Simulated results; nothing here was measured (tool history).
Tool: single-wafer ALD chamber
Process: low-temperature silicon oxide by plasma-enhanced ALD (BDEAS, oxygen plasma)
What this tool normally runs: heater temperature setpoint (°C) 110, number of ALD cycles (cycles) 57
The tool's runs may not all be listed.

| run | hour | heater temperature setpoint (°C) | number of ALD cycles (cycles) | wafers since the last listed run | hours since the last thermocouple change | hours since the gauge calibration | read-back reference wafer on the same gauge, thickness_nm | mean film thickness on the monitor wafer (Å) |
|---|---|---|---|---|---|---|---|---|
| 1 | 0.0 | 113 | 57 | 0 | 2546.7 | 171.4 | 7.674 | 79.46 |
| 2 | 15.5 | 113 | 57 | 47 | 2562.2 | 186.9 | 7.684 | 78.99 |
| 3 | 27.0 | 113 | 57 | 35 | 2573.7 | 198.4 | 7.685 | 79.34 |
| 4 | 36.8 | 110 | 57 | 30 | 2583.5 | 208.2 | 7.667 | 79.65 |
| 5 | 51.4 | 110 | 57 | 44 | 2598.1 | 222.8 | 7.680 | 79.65 |
| 6 | 63.1 | 110 | 52 | 35 | 2609.8 | 234.5 | 7.675 | 72.88 |
| 7 | 70.9 | 110 | 52 | 23 | 2617.6 | 242.3 | 7.678 | 73.13 |
| 8 | 84.5 | 110 | 57 | 41 | 2631.2 | 255.9 | 7.671 | 79.56 |
| 9 | 91.8 | 110 | 57 | 22 | 2638.5 | 263.2 | 7.685 | 79.87 |
| 10 | 104.9 | 110 | 57 | 40 | 2651.6 | 276.3 | 7.682 | 79.96 |
| 11 | 118.8 | 110 | 57 | 42 | 2665.5 | 290.2 | 7.678 | 79.46 |
| 12 | 127.4 | 110 | 57 | 26 | 2674.1 | 298.8 | 7.679 | 79.92 |
| 13 | 142.6 | 103 | 57 | 46 | 2689.3 | 314.0 | 7.686 | 80.71 |
| 14 | 195.1 | 103 | 57 | 161 | 2741.8 | 366.5 | 7.676 | 80.60 |
| 15 | 203.5 | 119 | 57 | 25 | 2750.2 | 374.9 | 7.679 | 78.04 |
| 16 | 211.5 | 110 | 57 | 24 | 2758.2 | 382.9 | 7.681 | 80.04 |
|  | 228.7 | thermocouple changed; heater temperature recalibrated |
| 17 | 229.4 | 110 | 57 | 30 | 0.7 | 400.8 | 7.672 | 80.27 |
|  | 229.6 | gauge calibrated |
| 18 | 240.3 | 110 | 57 | 33 | 11.6 | 10.7 | 7.674 | 79.57 |
| 19 | 251.7 | 110 | 57 | 35 | 23.0 | 22.1 | 7.686 | 80.13 |
| 20 | 268.7 | 110 | 57 | 52 | 40.0 | 39.1 | 7.678 | 79.73 |
| 21 | 281.2 | 110 | 65 | 38 | 52.5 | 51.6 | 7.677 | 91.55 |
| 22 | 297.2 | 110 | 52 | 49 | 68.5 | 67.6 | 7.677 | 72.71 |
| 23 | 312.9 | 100 | 52 | 48 | 84.2 | 83.3 | 7.680 | 74.31 |
| 24 | 322.5 | 115 | 53 | 29 | 93.8 | 92.9 | 7.685 | 73.71 |
| 25 | 332.6 | 95 | 48 | 31 | 103.9 | 103.0 | 7.677 | 70.00 |
| 26 | 346.8 | 110 | 57 | 43 | 118.1 | 117.2 | 7.690 | 79.68 |
| 27 | 363.6 | 110 | 57 | 51 | 134.9 | 134.0 | 7.686 | 80.45 |
| 28 | 374.2 | 99 | 57 | 32 | 145.5 | 144.6 | 7.679 | 81.93 |
| 29 | 394.9 | 102 | 62 | 63 | 166.2 | 165.3 | 7.678 | 88.18 |
| 30 | 411.8 | 117 | 46 | 51 | 183.1 | 182.2 | 7.667 | 63.20 |
| 31 | 429.0 | 115 | 66 | 52 | 200.3 | 199.4 | 7.688 | 91.65 |
| 32 | 444.0 | 117 | 67 | 46 | 215.3 | 214.4 | 7.685 | 92.66 |
| 33 | 457.8 | 118 | 65 | 42 | 229.1 | 228.2 | 7.682 | 89.71 |
| 34 | 475.2 | 120 | 62 | 53 | 246.5 | 245.6 | 7.682 | 85.04 |
| 35 | 486.3 | 120 | 48 | 34 | 257.6 | 256.7 | 7.669 | 65.71 |
| 36 | 494.9 | 104 | 66 | 26 | 266.2 | 265.3 | 7.677 | 93.49 |
| 37 | 505.1 | 110 | 57 | 31 | 276.4 | 275.5 | 7.679 | 79.94 |
| 38 | 521.2 | 120 | 51 | 49 | 292.5 | 291.6 | 7.679 | 69.99 |
| 39 | 529.7 | 110 | 49 | 26 | 301.0 | 300.1 | 7.683 | 68.50 |
| 40 | 540.2 | 102 | 61 | 32 | 311.5 | 310.6 | 7.681 | 87.10 |
| 41 | 554.9 | 110 | 57 | 45 | 326.2 | 325.3 | 7.675 | 80.23 |
| 42 | 574.6 | 110 | 66 | 60 | 345.9 | 345.0 | 7.680 | 92.32 |

Across each entry between runs, compare the hidden state at the last listed run before it with the hidden state at the first listed run after it:
In the gap between runs 16 and 17: thermocouple changed; heater temperature recalibrated (hour 228.7)
  the hidden state is the same at both runs
In the gap between runs 17 and 18: gauge calibrated (hour 229.6)
  the hidden state is the same at both runs

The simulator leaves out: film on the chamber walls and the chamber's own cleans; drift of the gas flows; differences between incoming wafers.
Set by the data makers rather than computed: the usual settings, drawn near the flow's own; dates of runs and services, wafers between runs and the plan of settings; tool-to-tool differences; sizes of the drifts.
